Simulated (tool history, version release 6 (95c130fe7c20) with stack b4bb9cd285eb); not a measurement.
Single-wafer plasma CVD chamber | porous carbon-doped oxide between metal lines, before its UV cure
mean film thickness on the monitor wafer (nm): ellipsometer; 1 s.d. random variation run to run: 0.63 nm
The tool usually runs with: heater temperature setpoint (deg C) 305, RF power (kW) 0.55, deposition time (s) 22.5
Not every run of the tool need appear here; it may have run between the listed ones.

| run | hour | heater temperature setpoint (deg C) | RF power (kW) | deposition time (s) | wafers since the last listed run | hours since the last thermocouple change | hours since the last RF generator calibration | hours since the showerhead was replaced | hours since the gauge calibration | read-back reference wafer on the same gauge, thickness_nm | mean film thickness on the monitor wafer (nm) |
|---|---|---|---|---|---|---|---|---|---|---|---|
| 1 | 0 | 305 | 0.475 | 19.9 | 0 | 1058.6 | 873.1 | 7071.9 | 1830 | 133.978 | 103.007 |
| 2 | 50.8 | 305 | 0.55 | 22.5 | 1546 | 1109.4 | 923.9 | 7122.7 | 1880.8 | 133.943 | 128.945 |
| 3 | 87.3 | 314 | 0.55 | 22.5 | 1111 | 1145.9 | 960.4 | 7159.2 | 1917.3 | 134.044 | 123.469 |
| 4 | 153.5 | 312 | 0.55 | 22.5 | 2015 | 1212.1 | 1026.6 | 7225.4 | 1983.5 | 133.935 | 125.628 |
| 5 | 206.8 | 305 | 0.55 | 22.5 | 1623 | 1265.4 | 1079.9 | 7278.7 | 2036.8 | 133.877 | 129.924 |
| 6 | 269.1 | 305 | 0.55 | 22.5 | 1897 | 1327.7 | 1142.2 | 7341 | 2099.1 | 134.11 | 130.331 |
| 7 | 308.1 | 305 | 0.55 | 22.5 | 1187 | 1366.7 | 1181.2 | 7380 | 2138.1 | 133.864 | 129.913 |
| 8 | 352.3 | 305 | 0.48 | 22.5 | 1346 | 1410.9 | 1225.4 | 7424.2 | 2182.3 | 133.836 | 116.217 |
| 9 | 396.8 | 305 | 0.55 | 22.5 | 1355 | 1455.4 | 1269.9 | 7468.7 | 2226.8 | 134.227 | 129.82 |
|  | 415.2 | gauge calibrated |
| 10 | 450.9 | 305 | 0.55 | 22.5 | 1647 | 1509.5 | 1324 | 7522.8 | 35.7 | 133.878 | 129.494 |
| 11 | 482.6 | 305 | 0.55 | 22.5 | 965 | 1541.2 | 1355.7 | 7554.5 | 67.4 | 134.036 | 128.455 |
| 12 | 550 | 305 | 0.55 | 22.5 | 2052 | 1608.6 | 1423.1 | 7621.9 | 134.8 | 134.09 | 129.959 |
| 13 | 620.7 | 305 | 0.625 | 22.5 | 2152 | 1679.3 | 1493.8 | 7692.6 | 205.5 | 134.204 | 143.873 |
| 14 | 647 | 305 | 0.575 | 23.8 | 800 | 1705.6 | 1520.1 | 7718.9 | 231.8 | 133.775 | 141.473 |
| 15 | 700.2 | 305 | 0.55 | 20.6 | 1620 | 1758.8 | 1573.3 | 7772.1 | 285 | 134.327 | 119.278 |
| 16 | 754.1 | 320 | 0.46 | 25.7 | 1641 | 1812.7 | 1627.2 | 7826 | 338.9 | 133.876 | 117.848 |
| 17 | 796.4 | 305 | 0.585 | 25 | 1288 | 1855 | 1669.5 | 7868.3 | 381.2 | 133.823 | 151.678 |
|  | 831.2 | showerhead replaced |
| 18 | 839.3 | 305 | 0.55 | 22.5 | 1062 | 1897.9 | 1712.4 | 8.1 | 424.1 | 134.065 | 130.478 |
| 19 | 896 | 305 | 0.475 | 22.5 | 1726 | 1954.6 | 1769.1 | 64.8 | 480.8 | 134.321 | 115.839 |
| 20 | 922.2 | 295 | 0.55 | 22.5 | 797 | 1980.8 | 1795.3 | 91 | 507 | 133.922 | 137.831 |
| 21 | 983.1 | 295 | 0.6 | 22.5 | 1854 | 2041.7 | 1856.2 | 151.9 | 567.9 | 133.961 | 147.601 |
| 22 | 1037.7 | 305 | 0.55 | 19.7 | 1662 | 2096.3 | 1910.8 | 206.5 | 622.5 | 133.995 | 114.46 |
| 23 | 1242 | 305 | 0.605 | 22.5 | 6221 | 2300.6 | 2115.1 | 410.8 | 826.8 | 134.128 | 140.006 |
| 24 | 1292.1 | 297 | 0.645 | 24.4 | 1525 | 2350.7 | 2165.2 | 460.9 | 876.9 | 133.875 | 164.912 |
| 25 | 1353.5 | 305 | 0.515 | 19.7 | 1869 | 2412.1 | 2226.6 | 522.3 | 938.3 | 133.948 | 109.091 |
|  | 1428.8 | thermocouple changed; heater temperature recalibrated |
| 26 | 1429.3 | 299 | 0.45 | 22.5 | 2064 | 0.5 | 2302.4 | 598.1 | 1014.1 | 133.973 | 113.346 |
|  | 1440.5 | RF generator calibrated |
| 27 | 1472 | 305 | 0.55 | 22.5 | 1056 | 43.2 | 31.5 | 640.8 | 1056.8 | 134.018 | 130.918 |
| 28 | 1521.3 | 305 | 0.55 | 22.5 | 1501 | 92.5 | 80.8 | 690.1 | 1106.1 | 134.062 | 129.31 |
| 29 | 1568.7 | 315 | 0.595 | 18.3 | 1443 | 139.9 | 128.2 | 737.5 | 1153.5 | 134.033 | 107.996 |
| 30 | 1779.6 | 305 | 0.55 | 22.5 | 6422 | 350.8 | 339.1 | 948.4 | 1364.4 | 133.863 | 129.094 |
| 31 | 1814.4 | 295 | 0.47 | 22.5 | 1059 | 385.6 | 373.9 | 983.2 | 1399.2 | 134.181 | 120.842 |
| 32 | 1869.3 | 318 | 0.55 | 22.5 | 1671 | 440.5 | 428.8 | 1038.1 | 1454.1 | 134.083 | 121.351 |
| 33 | 1911.2 | 305 | 0.55 | 22.5 | 1275 | 482.4 | 470.7 | 1080 | 1496 | 134.24 | 129.712 |
| 34 | 1956.1 | 292 | 0.465 | 24.6 | 1367 | 527.3 | 515.6 | 1124.9 | 1540.9 | 133.902 | 134.889 |

For each entry between runs, how does the tool's hidden state at the last listed run before it compare with that at the first listed run after it?
After run 9, before run 10: gauge calibrated (hour 415.2)
  nothing in the hidden state changes from one run to the other
After run 17, before run 18: showerhead replaced (hour 831.2)
  nothing in the hidden state changes from one run to the other
After run 25, before run 26: thermocouple changed; heater temperature recalibrated (hour 1428.8)
  nothing in the hidden state changes from one run to the other
After run 26, before run 27: RF generator calibrated (hour 1440.5)
  nothing in the hidden state changes from one run to the other
